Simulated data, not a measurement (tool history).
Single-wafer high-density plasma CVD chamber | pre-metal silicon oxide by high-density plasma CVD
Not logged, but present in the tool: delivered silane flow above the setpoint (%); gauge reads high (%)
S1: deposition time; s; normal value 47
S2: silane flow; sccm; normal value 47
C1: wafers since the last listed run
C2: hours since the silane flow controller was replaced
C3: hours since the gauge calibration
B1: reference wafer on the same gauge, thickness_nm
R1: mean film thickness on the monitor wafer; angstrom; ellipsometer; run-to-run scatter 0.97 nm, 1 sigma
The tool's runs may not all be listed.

{"run": 1, "hour": 0.0, "S1": 47, "S2": 47, "C1": 0, "C2": 2623.3, "C3": 94.9, "B1": 240.943, "R1": 2277.58}
{"run": 2, "hour": 37.7, "S1": 47, "S2": 47, "C1": 755, "C2": 2661, "C3": 132.6, "B1": 241.086, "R1": 2269.39}
{"run": 3, "hour": 79.2, "S1": 47, "S2": 47, "C1": 831, "C2": 2702.5, "C3": 174.1, "B1": 241.109, "R1": 2275.92}
{"run": 4, "hour": 115.4, "S1": 47, "S2": 47, "C1": 725, "C2": 2738.7, "C3": 210.3, "B1": 240.865, "R1": 2265.66}
{"run": 5, "hour": 163.1, "S1": 47, "S2": 47, "C1": 956, "C2": 2786.4, "C3": 258, "B1": 240.816, "R1": 2276.82}
{"run": 6, "hour": 229.5, "S1": 43.2, "S2": 44, "C1": 1331, "C2": 2852.8, "C3": 324.4, "B1": 240.869, "R1": 1944.08}
{"run": 7, "hour": 280.4, "S1": 43.2, "S2": 44, "C1": 1020, "C2": 2903.7, "C3": 375.3, "B1": 241.004, "R1": 1948.9}
{"run": 8, "hour": 335.2, "S1": 43.2, "S2": 44, "C1": 1098, "C2": 2958.5, "C3": 430.1, "B1": 241.284, "R1": 1956.83}
{"hour": 377.7, "done": "silane flow controller replaced"}
{"run": 9, "hour": 404.6, "S1": 47, "S2": 44, "C1": 1230, "C2": 26.9, "C3": 499.5, "B1": 240.988, "R1": 2117.96}
{"run": 10, "hour": 464.8, "S1": 47, "S2": 44, "C1": 1206, "C2": 87.1, "C3": 559.7, "B1": 241.083, "R1": 2127.32}
{"run": 11, "hour": 505.3, "S1": 47, "S2": 47, "C1": 811, "C2": 127.6, "C3": 600.2, "B1": 240.843, "R1": 2285.36}
{"run": 12, "hour": 548.8, "S1": 50.4, "S2": 43, "C1": 872, "C2": 171.1, "C3": 643.7, "B1": 241.327, "R1": 2245.83}
{"hour": 573.4, "done": "gauge calibrated"}
{"run": 13, "hour": 601.5, "S1": 50.2, "S2": 54, "C1": 1056, "C2": 223.8, "C3": 28.1, "B1": 241.337, "R1": 2792.69}
{"run": 14, "hour": 647.3, "S1": 55.3, "S2": 56, "C1": 918, "C2": 269.6, "C3": 73.9, "B1": 240.781, "R1": 3184.05}
{"run": 15, "hour": 687.7, "S1": 40.5, "S2": 43, "C1": 809, "C2": 310, "C3": 114.3, "B1": 240.689, "R1": 1782.84}

Forecast run 16:
{"run": 16, "hour": 716.3, "S1": 54.2, "S2": 44, "C1": 573, "C2": 338.6, "C3": 142.9, "B1": "?", "R1": "?"}

Run 16 gave B1 240.818, R1 2463.58 angstrom.
Take away the tool's hidden state, keep the run-to-run variation as it was, and the same run would have given R1 2463.58 angstrom.

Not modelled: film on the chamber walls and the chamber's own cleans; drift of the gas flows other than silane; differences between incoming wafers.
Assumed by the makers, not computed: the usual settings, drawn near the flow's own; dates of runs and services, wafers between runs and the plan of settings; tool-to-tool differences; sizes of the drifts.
